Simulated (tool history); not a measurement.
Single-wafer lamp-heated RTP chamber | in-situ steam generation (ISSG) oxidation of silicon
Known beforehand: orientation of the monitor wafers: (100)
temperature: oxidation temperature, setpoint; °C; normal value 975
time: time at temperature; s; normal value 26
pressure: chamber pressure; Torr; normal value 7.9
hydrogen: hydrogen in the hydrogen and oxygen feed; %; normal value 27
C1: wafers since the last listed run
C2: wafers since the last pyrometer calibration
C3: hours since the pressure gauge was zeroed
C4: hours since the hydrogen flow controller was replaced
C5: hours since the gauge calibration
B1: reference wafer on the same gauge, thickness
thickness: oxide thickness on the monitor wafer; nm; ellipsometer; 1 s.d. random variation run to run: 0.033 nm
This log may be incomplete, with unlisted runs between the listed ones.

run 1 hour=0 | temperature=975 time=26 pressure=7.9 hydrogen=27 | C1=0 C2=4522 C3=4327.4 C4=3296.9 C5=479.6 | B1=4.741 | thickness=5.738
run 2 hour=68.9 | temperature=975 time=26 pressure=7.9 hydrogen=27 | C1=639 C2=5162 C3=4396.3 C4=3365.8 C5=548.5 | B1=4.745 | thickness=5.725
-- hour=105.1 pyrometer window cleaned and pyrometer calibrated
run 3 hour=130.3 | temperature=975 time=26 pressure=7.9 hydrogen=27 | C1=495 C2=233 C3=4457.7 C4=3427.2 C5=609.9 | B1=4.758 | thickness=5.746
run 4 hour=164.8 | temperature=975 time=26 pressure=7.9 hydrogen=27 | C1=320 C2=553 C3=4492.2 C4=3461.7 C5=644.4 | B1=4.775 | thickness=5.784
run 5 hour=256.6 | temperature=975 time=26 pressure=7.9 hydrogen=27 | C1=852 C2=1406 C3=4584 C4=3553.5 C5=736.2 | B1=4.788 | thickness=5.769
run 6 hour=324.7 | temperature=975 time=26 pressure=7.9 hydrogen=27 | C1=632 C2=2038 C3=4652.1 C4=3621.6 C5=804.3 | B1=4.814 | thickness=5.843
run 7 hour=352.1 | temperature=975 time=26 pressure=7.9 hydrogen=30 | C1=254 C2=2292 C3=4679.5 C4=3649 C5=831.7 | B1=4.817 | thickness=6.034
run 8 hour=414.3 | temperature=975 time=26 pressure=7.9 hydrogen=30 | C1=577 C2=2869 C3=4741.7 C4=3711.2 C5=893.9 | B1=4.837 | thickness=5.947
run 9 hour=459 | temperature=975 time=26 pressure=8.6 hydrogen=32 | C1=414 C2=3284 C3=4786.4 C4=3755.9 C5=938.6 | B1=4.843 | thickness=6.125
run 10 hour=505.4 | temperature=975 time=26 pressure=8.6 hydrogen=32 | C1=430 C2=3715 C3=4832.8 C4=3802.3 C5=985 | B1=4.867 | thickness=6.139
run 11 hour=539.1 | temperature=975 time=26 pressure=7.9 hydrogen=27 | C1=312 C2=4028 C3=4866.5 C4=3836 C5=1018.7 | B1=4.873 | thickness=5.909
run 12 hour=568.8 | temperature=975 time=26 pressure=7.9 hydrogen=27 | C1=275 C2=4304 C3=4896.2 C4=3865.7 C5=1048.4 | B1=4.885 | thickness=5.941
-- hour=585.5 gauge calibrated
run 13 hour=596.1 | temperature=975 time=26 pressure=8.9 hydrogen=27 | C1=253 C2=4557 C3=4923.5 C4=3893 C5=10.6 | B1=4.711 | thickness=5.694
run 14 hour=626.2 | temperature=975 time=26 pressure=8.9 hydrogen=27 | C1=279 C2=4836 C3=4953.6 C4=3923.1 C5=40.7 | B1=4.71 | thickness=5.719
-- hour=647.7 pyrometer window cleaned and pyrometer calibrated
-- hour=649.3 pressure gauge zeroed
run 15 hour=661.9 | temperature=960 time=26 pressure=8.9 hydrogen=27 | C1=241 C2=116 C3=12.6 C4=3958.8 C5=76.4 | B1=4.712 | thickness=5.371
run 16 hour=704.7 | temperature=991 time=26 pressure=7.9 hydrogen=27 | C1=397 C2=513 C3=55.4 C4=4001.6 C5=119.2 | B1=4.721 | thickness=6.136
run 17 hour=741.3 | temperature=957 time=26 pressure=7.2 hydrogen=27 | C1=339 C2=853 C3=92 C4=4038.2 C5=155.8 | B1=4.729 | thickness=5.415

Expected results for the next run?
run 18 hour=787.8 | temperature=960 time=30 pressure=8.9 hydrogen=32 | C1=431 C2=1285 C3=138.5 C4=4084.7 C5=202.3 | B1=? | thickness=?

B1: 4.727
thickness: 5.941 nm
On a tool with no hidden condition, and with the same random variation, this run would have come out at thickness 5.922 nm.
